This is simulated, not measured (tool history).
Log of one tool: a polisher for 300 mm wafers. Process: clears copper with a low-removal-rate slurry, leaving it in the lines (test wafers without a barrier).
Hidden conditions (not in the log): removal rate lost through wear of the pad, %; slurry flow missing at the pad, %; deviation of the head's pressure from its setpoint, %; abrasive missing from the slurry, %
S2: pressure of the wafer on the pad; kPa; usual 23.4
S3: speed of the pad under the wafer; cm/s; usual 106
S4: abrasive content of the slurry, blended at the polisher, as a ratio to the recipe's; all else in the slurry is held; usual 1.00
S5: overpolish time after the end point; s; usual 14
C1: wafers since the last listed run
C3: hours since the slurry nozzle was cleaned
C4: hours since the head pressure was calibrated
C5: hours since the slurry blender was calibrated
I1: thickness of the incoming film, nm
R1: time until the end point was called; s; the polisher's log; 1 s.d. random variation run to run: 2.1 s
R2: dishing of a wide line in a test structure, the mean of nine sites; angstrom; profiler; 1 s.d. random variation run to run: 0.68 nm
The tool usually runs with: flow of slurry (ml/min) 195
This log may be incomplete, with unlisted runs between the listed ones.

{"run": 1, "day": 0.0, "flow of slurry (ml/min)": 195, "S2": 23.4, "S3": 106, "S4": 1.0, "S5": 14, "C1": 0, "wafers polished on this pad": 71, "C3": 223.3, "C4": 328.3, "C5": 227.8, "I1": 362.9, "R1": 111.7, "R2": 334}
{"day": 0.221, "done": "slurry blender recalibrated"}
{"run": 2, "day": 3.179, "flow of slurry (ml/min)": 195, "S2": 23.4, "S3": 92, "S4": 1.0, "S5": 14, "C1": 524, "wafers polished on this pad": 595, "C3": 299.6, "C4": 404.6, "C5": 71.0, "I1": 370.5, "R1": 136.2, "R2": 315}
{"day": 5.675, "done": "slurry nozzle cleaned"}
{"run": 3, "day": 6.221, "flow of slurry (ml/min)": 195, "S2": 23.4, "S3": 106, "S4": 1.0, "S5": 14, "C1": 507, "wafers polished on this pad": 1103, "C3": 13.1, "C4": 477.6, "C5": 144.0, "I1": 371.0, "R1": 113.1, "R2": 346}
{"run": 4, "day": 8.321, "flow of slurry (ml/min)": 195, "S2": 23.4, "S3": 106, "S4": 1.0, "S5": 14, "C1": 355, "wafers polished on this pad": 1459, "C3": 63.5, "C4": 528.0, "C5": 194.4, "I1": 367.7, "R1": 113.3, "R2": 349}
{"day": 9.079, "done": "worn pad replaced by a new one"}
{"day": 11.321, "done": "slurry blender recalibrated"}
{"run": 5, "day": 11.583, "flow of slurry (ml/min)": 195, "S2": 23.4, "S3": 106, "S4": 1.0, "S5": 14, "C1": 510, "wafers polished on this pad": 409, "C3": 141.8, "C4": 606.3, "C5": 6.3, "I1": 364.7, "R1": 109.1, "R2": 352}
{"run": 6, "day": 14.154, "flow of slurry (ml/min)": 195, "S2": 23.4, "S3": 106, "S4": 1.0, "S5": 14, "C1": 435, "wafers polished on this pad": 845, "C3": 203.5, "C4": 668.0, "C5": 68.0, "I1": 365.8, "R1": 117.4, "R2": 343}
{"run": 7, "day": 16.167, "flow of slurry (ml/min)": 195, "S2": 23.4, "S3": 106, "S4": 1.0, "S5": 14, "C1": 340, "wafers polished on this pad": 1185, "C3": 251.8, "C4": 716.3, "C5": 116.3, "I1": 360.1, "R1": 114.1, "R2": 339}
{"day": 16.992, "done": "head pressure recalibrated"}
{"run": 8, "day": 18.833, "flow of slurry (ml/min)": 195, "S2": 23.4, "S3": 106, "S4": 1.0, "S5": 14, "C1": 437, "wafers polished on this pad": 1623, "C3": 315.8, "C4": 44.2, "C5": 180.3, "I1": 368.9, "R1": 117.3, "R2": 352}
{"run": 9, "day": 20.55, "flow of slurry (ml/min)": 195, "S2": 23.4, "S3": 106, "S4": 1.0, "S5": 14, "C1": 290, "wafers polished on this pad": 1913, "C3": 357.0, "C4": 85.4, "C5": 221.5, "I1": 368.9, "R1": 112.7, "R2": 345}
{"day": 20.692, "done": "slurry nozzle cleaned"}
{"day": 21.338, "done": "worn pad replaced by a new one"}
{"day": 22.254, "done": "slurry blender recalibrated"}
{"run": 10, "day": 24.388, "flow of slurry (ml/min)": 260, "S2": 23.4, "S3": 106, "S4": 1.0, "S5": 14, "C1": 600, "wafers polished on this pad": 502, "C3": 88.7, "C4": 177.5, "C5": 51.2, "I1": 370.6, "R1": 114.0, "R2": 357}
{"run": 11, "day": 27.75, "flow of slurry (ml/min)": 195, "S2": 23.4, "S3": 106, "S4": 1.0, "S5": 14, "C1": 569, "wafers polished on this pad": 1071, "C3": 169.4, "C4": 258.2, "C5": 131.9, "I1": 361.0, "R1": 112.0, "R2": 349}
{"run": 12, "day": 31.238, "flow of slurry (ml/min)": 145, "S2": 26.2, "S3": 106, "S4": 0.7, "S5": 14, "C1": 590, "wafers polished on this pad": 1662, "C3": 253.1, "C4": 341.9, "C5": 215.6, "I1": 369.1, "R1": 116.8, "R2": 330}
{"day": 32.038, "done": "worn pad replaced by a new one"}
{"run": 13, "day": 33.988, "flow of slurry (ml/min)": 260, "S2": 23.4, "S3": 106, "S4": 1.0, "S5": 14, "C1": 437, "wafers polished on this pad": 329, "C3": 319.1, "C4": 407.9, "C5": 281.6, "I1": 370.7, "R1": 112.4, "R2": 358}
{"day": 34.383, "done": "slurry nozzle cleaned"}
{"day": 34.567, "done": "slurry blender recalibrated"}
{"run": 14, "day": 37.75, "flow of slurry (ml/min)": 195, "S2": 23.4, "S3": 106, "S4": 1.0, "S5": 14, "C1": 615, "wafers polished on this pad": 945, "C3": 80.8, "C4": 498.2, "C5": 76.4, "I1": 365.6, "R1": 115.9, "R2": 342}
{"run": 15, "day": 39.988, "flow of slurry (ml/min)": 260, "S2": 23.4, "S3": 106, "S4": 1.15, "S5": 14, "C1": 378, "wafers polished on this pad": 1324, "C3": 134.5, "C4": 551.9, "C5": 130.1, "I1": 365.3, "R1": 107.6, "R2": 369}
{"day": 40.262, "done": "head pressure recalibrated"}
{"day": 43.025, "done": "worn pad replaced by a new one"}
{"run": 16, "day": 43.046, "flow of slurry (ml/min)": 195, "S2": 23.4, "S3": 92, "S4": 1.0, "S5": 14, "C1": 475, "wafers polished on this pad": 3, "C3": 207.9, "C4": 66.8, "C5": 203.5, "I1": 367.9, "R1": 131.1, "R2": 313}
{"run": 17, "day": 46.521, "flow of slurry (ml/min)": 215, "S2": 23.4, "S3": 132, "S4": 1.0, "S5": 14, "C1": 588, "wafers polished on this pad": 591, "C3": 291.3, "C4": 150.2, "C5": 286.9, "I1": 371.0, "R1": 93.0, "R2": 428}
{"day": 46.646, "done": "slurry blender recalibrated"}
{"day": 50.546, "done": "slurry nozzle cleaned"}
{"run": 18, "day": 50.983, "flow of slurry (ml/min)": 225, "S2": 17.9, "S3": 106, "S4": 0.75, "S5": 18, "C1": 734, "wafers polished on this pad": 1326, "C3": 10.5, "C4": 257.3, "C5": 104.1, "I1": 367.8, "R1": 157.6, "R2": 319}
{"day": 53.971, "done": "worn pad replaced by a new one"}
{"run": 19, "day": 54.088, "flow of slurry (ml/min)": 195, "S2": 17.2, "S3": 106, "S4": 1.0, "S5": 17, "C1": 497, "wafers polished on this pad": 19, "C3": 85.0, "C4": 331.8, "C5": 178.6, "I1": 365.9, "R1": 156.3, "R2": 310}

Alternative continuations, all from the tool just after run 19; predict every row:
{"run": "A", "day": 54.108, "flow of slurry (ml/min)": 195, "S2": 23.4, "S3": 106, "S4": 1.0, "S5": 14, "C1": 3, "wafers polished on this pad": 23, "C3": 85.5, "C4": 332.3, "C5": 179.1, "I1": 368.0, "R1": "?", "R2": "?"}
{"run": "B", "day": 54.108, "flow of slurry (ml/min)": 195, "S2": 23.4, "S3": 106, "S4": 0.85, "S5": 17, "C1": 3, "wafers polished on this pad": 23, "C3": 85.5, "C4": 332.3, "C5": 179.1, "I1": 368.0, "R1": "?", "R2": "?"}
{"run": "C", "day": 54.108, "flow of slurry (ml/min)": 195, "S2": 16.5, "S3": 106, "S4": 1.0, "S5": 20, "C1": 3, "wafers polished on this pad": 23, "C3": 85.5, "C4": 332.3, "C5": 179.1, "I1": 368.0, "R1": "?", "R2": "?"}
{"run": "D", "day": 54.108, "flow of slurry (ml/min)": 195, "S2": 29.6, "S3": 106, "S4": 1.0, "S5": 16, "C1": 3, "wafers polished on this pad": 23, "C3": 85.5, "C4": 332.3, "C5": 179.1, "I1": 368.0, "R1": "?", "R2": "?"}
{"run": "E", "day": 54.108, "flow of slurry (ml/min)": 215, "S2": 23.4, "S3": 68, "S4": 1.0, "S5": 20, "C1": 3, "wafers polished on this pad": 23, "C3": 85.5, "C4": 332.3, "C5": 179.1, "I1": 368.0, "R1": "?", "R2": "?"}

run=A R1=117.1 R2=350
run=B R1=122.5 R2=399
run=C R1=165.9 R2=347
run=D R1=92.6 R2=489
run=E R1=180.7 R2=326
With the hidden condition removed and each run's random variation left untouched, the same runs would have given:
run=A R1=117.1 R2=350
run=B R1=122.5 R2=399
run=C R1=165.9 R2=347
run=D R1=92.6 R2=489
run=E R1=180.7 R2=326

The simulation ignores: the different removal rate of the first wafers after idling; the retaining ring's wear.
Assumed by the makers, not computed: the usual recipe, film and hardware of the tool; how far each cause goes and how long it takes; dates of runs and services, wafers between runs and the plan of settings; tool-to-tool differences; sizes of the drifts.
